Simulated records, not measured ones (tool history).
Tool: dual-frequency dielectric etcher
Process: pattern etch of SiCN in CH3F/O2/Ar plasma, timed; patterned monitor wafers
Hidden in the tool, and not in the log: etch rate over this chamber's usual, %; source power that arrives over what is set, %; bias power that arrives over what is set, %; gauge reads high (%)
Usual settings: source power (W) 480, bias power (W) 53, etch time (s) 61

run,hour,source power (W),bias power (W),etch time (s),wafers since the last listed run,hours since the last wet clean,hours since the last source power generator calibration,hours since the last bias power generator calibration,hours since the last upper electrode change,hours since the gauge calibration,"read-back reference wafer on the same gauge, depth_nm",mean etch depth across the wafer (nm)
1,0,560,53,61,0,212.2,4421.4,1941.8,1858.6,2714.3,18.59,23.59
2,58.6,480,53,61,516,270.8,4480,2000.4,1917.2,2772.9,18.58,21.31
3,98.3,480,53,61,350,310.5,4519.7,2040.1,1956.9,2812.6,18.59,21.45
4,156.9,480,53,61,516,369.1,4578.3,2098.7,2015.5,2871.2,18.63,21.28
5,208.9,410,53,52,458,421.1,4630.3,2150.7,2067.5,2923.2,18.59,16.26
# hour 245.2: wet clean of the chamber
# hour 280.7: bias power generator calibrated
6,345.3,360,50,56,955,100.1,4766.7,64.6,2203.9,3059.6,18.58,16.11
7,369.5,520,44,73,213,124.3,4790.9,88.8,2228.1,3083.8,18.59,25.62
# hour 414.1: gauge calibrated
8,420.2,480,48,50,447,175,4841.6,139.5,2278.8,6.1,18.58,17.23
9,465.4,530,42,76.5,398,220.2,4886.8,184.7,2324,51.3,18.59,26.85
# hour 532.2: source power generator calibrated
10,534.5,480,53,54.5,573,289.3,2.3,253.8,2393.1,120.4,18.59,19.12
11,560.9,480,53,61,232,315.7,28.7,280.2,2419.5,146.8,18.59,21.39
12,606.6,480,53,61,402,361.4,74.4,325.9,2465.2,192.5,18.57,21.19
13,653.4,370,53,47.5,412,408.2,121.2,372.7,2512,239.3,18.59,13.98
# hour 705.9: wet clean of the chamber
14,709.5,590,47,61,283,3.6,177.3,428.8,2568.1,295.4,18.62,23.66
15,744.4,480,53,61,307,38.5,212.2,463.7,2603,330.3,18.6,21.85

The next listed run, before its measurement:
16,810.8,480,65,61,585,104.9,278.6,530.1,2669.4,396.7,?,?

{"run 16": {"read-back reference wafer on the same gauge, depth_nm": 18.6, "mean etch depth across the wafer (nm)": 22.88}}
Without the tool's hidden state the same run would have given mean etch depth across the wafer (nm) 23.11.
